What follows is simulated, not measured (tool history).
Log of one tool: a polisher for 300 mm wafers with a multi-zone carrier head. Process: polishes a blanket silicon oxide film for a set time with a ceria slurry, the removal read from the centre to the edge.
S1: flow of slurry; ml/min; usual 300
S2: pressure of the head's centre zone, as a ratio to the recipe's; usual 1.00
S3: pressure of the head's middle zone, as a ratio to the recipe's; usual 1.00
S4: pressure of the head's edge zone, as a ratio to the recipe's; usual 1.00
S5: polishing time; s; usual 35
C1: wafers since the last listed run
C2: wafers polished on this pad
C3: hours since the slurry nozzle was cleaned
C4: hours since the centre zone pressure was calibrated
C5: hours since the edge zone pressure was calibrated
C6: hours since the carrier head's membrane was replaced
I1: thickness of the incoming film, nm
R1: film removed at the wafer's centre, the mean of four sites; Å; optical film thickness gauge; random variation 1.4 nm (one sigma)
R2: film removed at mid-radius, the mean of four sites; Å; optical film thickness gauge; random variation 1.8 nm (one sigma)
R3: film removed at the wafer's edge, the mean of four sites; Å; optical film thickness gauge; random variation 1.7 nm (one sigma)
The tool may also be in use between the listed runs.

run 1 hour=0.0 | S1=300 S2=1.00 S3=1.00 S4=0.96 S5=35 | C1=0 C2=3194 C3=176.4 C4=100.4 C5=1082.2 C6=414.7 | I1=946.3 | R1=1378 R2=1320 R3=1309
run 2 hour=48.8 | S1=300 S2=1.00 S3=1.00 S4=0.96 S5=35 | C1=783 C2=3978 C3=225.2 C4=149.2 C5=1131.0 C6=463.5 | I1=939.9 | R1=1321 R2=1261 R3=1247
-- hour=67.5 worn pad replaced by a new one
run 3 hour=97.9 | S1=300 S2=1.00 S3=1.00 S4=0.96 S5=35 | C1=724 C2=488 C3=274.3 C4=198.3 C5=1180.1 C6=512.6 | I1=925.2 | R1=1504 R2=1475 R3=1369
run 4 hour=213.6 | S1=300 S2=1.00 S3=1.06 S4=1.04 S5=35 | C1=1858 C2=2346 C3=390.0 C4=314.0 C5=1295.8 C6=628.3 | I1=927.7 | R1=1424 R2=1482 R3=1420
run 5 hour=264.6 | S1=300 S2=1.00 S3=1.06 S4=1.04 S5=35 | C1=819 C2=3165 C3=441.0 C4=365.0 C5=1346.8 C6=679.3 | I1=935.4 | R1=1358 R2=1421 R3=1383
-- hour=289.4 worn pad replaced by a new one
run 6 hour=301.0 | S1=300 S2=1.00 S3=1.00 S4=1.00 S5=35 | C1=520 C2=186 C3=477.4 C4=401.4 C5=1383.2 C6=715.7 | I1=922.5 | R1=1502 R2=1480 R3=1402
run 7 hour=365.9 | S1=300 S2=0.92 S3=1.00 S4=1.00 S5=35 | C1=1042 C2=1229 C3=542.3 C4=466.3 C5=1448.1 C6=780.6 | I1=935.0 | R1=1343 R2=1418 R3=1387
-- hour=373.0 slurry nozzle cleaned
run 8 hour=403.9 | S1=300 S2=0.92 S3=1.00 S4=1.00 S5=35 | C1=594 C2=1823 C3=30.9 C4=504.3 C5=1486.1 C6=818.6 | I1=941.3 | R1=1364 R2=1439 R3=1418
run 9 hour=448.9 | S1=300 S2=0.92 S3=1.00 S4=1.00 S5=35 | C1=722 C2=2546 C3=75.9 C4=549.3 C5=1531.1 C6=863.6 | I1=924.5 | R1=1316 R2=1387 R3=1388
-- hour=496.2 worn pad replaced by a new one
run 10 hour=503.3 | S1=240 S2=1.00 S3=1.00 S4=1.00 S5=35 | C1=809 C2=114 C3=130.3 C4=603.7 C5=1585.5 C6=918.0 | I1=941.3 | R1=1480 R2=1414 R3=1431
run 11 hour=543.0 | S1=300 S2=1.00 S3=1.00 S4=1.00 S5=35 | C1=637 C2=752 C3=170.0 C4=643.4 C5=1625.2 C6=957.7 | I1=948.5 | R1=1485 R2=1450 R3=1427
run 12 hour=592.1 | S1=230 S2=1.00 S3=1.08 S4=1.00 S5=28 | C1=788 C2=1541 C3=219.1 C4=692.5 C5=1674.3 C6=1006.8 | I1=943.1 | R1=1116 R2=1151 R3=1067
-- hour=612.6 edge zone pressure recalibrated
run 13 hour=639.8 | S1=300 S2=0.94 S3=1.00 S4=0.90 S5=35 | C1=734 C2=2275 C3=266.8 C4=740.2 C5=27.2 C6=1054.5 | I1=929.2 | R1=1323 R2=1400 R3=1310
run 14 hour=669.5 | S1=385 S2=1.00 S3=1.10 S4=1.07 S5=35 | C1=477 C2=2752 C3=296.5 C4=769.9 C5=56.9 C6=1084.2 | I1=929.9 | R1=1430 R2=1495 R3=1417
run 15 hour=701.7 | S1=375 S2=1.05 S3=1.00 S4=1.00 S5=35 | C1=517 C2=3269 C3=328.7 C4=802.1 C5=89.1 C6=1116.4 | I1=952.6 | R1=1457 R2=1358 R3=1319
-- hour=705.5 centre zone pressure recalibrated
-- hour=713.9 worn pad replaced by a new one
run 16 hour=758.1 | S1=300 S2=1.00 S3=1.00 S4=1.00 S5=35 | C1=809 C2=709 C3=385.1 C4=52.6 C5=145.5 C6=1172.8 | I1=938.5 | R1=1468 R2=1436 R3=1415
run 17 hour=801.4 | S1=300 S2=1.00 S3=1.06 S4=1.00 S5=35 | C1=695 C2=1404 C3=428.4 C4=95.9 C5=188.8 C6=1216.1 | I1=938.4 | R1=1463 R2=1517 R3=1417
-- hour=834.4 carrier head's membrane replaced by a new one
run 18 hour=863.3 | S1=300 S2=1.10 S3=1.00 S4=1.00 S5=35 | C1=913 C2=2318 C3=490.3 C4=157.8 C5=250.7 C6=28.9 | I1=955.4 | R1=1552 R2=1399 R3=1371
-- hour=885.4 slurry nozzle cleaned
run 19 hour=908.6 | S1=300 S2=1.00 S3=1.00 S4=1.00 S5=35 | C1=711 C2=3030 C3=23.2 C4=203.1 C5=296.0 C6=74.2 | I1=947.8 | R1=1414 R2=1392 R3=1359
run 20 hour=940.9 | S1=385 S2=1.00 S3=1.00 S4=1.00 S5=38 | C1=518 C2=3549 C3=55.5 C4=235.4 C5=328.3 C6=106.5 | I1=927.9 | R1=1519 R2=1480 R3=1473
-- hour=954.4 worn pad replaced by a new one
run 21 hour=998.1 | S1=300 S2=1.00 S3=1.00 S4=1.00 S5=35 | C1=854 C2=701 C3=112.7 C4=292.6 C5=385.5 C6=163.7 | I1=947.3 | R1=1499 R2=1490 R3=1438
run 22 hour=1063.3 | S1=300 S2=1.00 S3=1.00 S4=1.00 S5=35 | C1=1047 C2=1748 C3=177.9 C4=357.8 C5=450.7 C6=228.9 | I1=928.6 | R1=1480 R2=1423 R3=1424
run 23 hour=1102.2 | S1=215 S2=1.00 S3=0.92 S4=1.00 S5=44 | C1=624 C2=2373 C3=216.8 C4=396.7 C5=489.6 C6=267.8 | I1=945.9 | R1=1759 R2=1586 R3=1688

Forecast each of these 3 alternatives for the next run:
run A hour=1102.6 | S1=300 S2=1.00 S3=1.00 S4=1.00 S5=35 | C1=6 C2=2379 C3=217.2 C4=397.1 C5=490.0 C6=268.2 | I1=947.3 | R1=? R2=? R3=?
run B hour=1102.6 | S1=235 S2=1.00 S3=0.92 S4=1.10 S5=40 | C1=6 C2=2379 C3=217.2 C4=397.1 C5=490.0 C6=268.2 | I1=947.3 | R1=? R2=? R3=?
run C hour=1102.6 | S1=300 S2=1.00 S3=1.00 S4=1.00 S5=44 | C1=6 C2=2379 C3=217.2 C4=397.1 C5=490.0 C6=268.2 | I1=947.3 | R1=? R2=? R3=?

run=A R1=1443 R2=1421 R3=1386
run=B R1=1617 R2=1488 R3=1641
run=C R1=1814 R2=1786 R3=1743
Without the tool's hidden state the same runs would have given:
run=A R1=1525 R2=1499 R3=1458
run=B R1=1713 R2=1574 R3=1729
run=C R1=1917 R2=1885 R3=1833
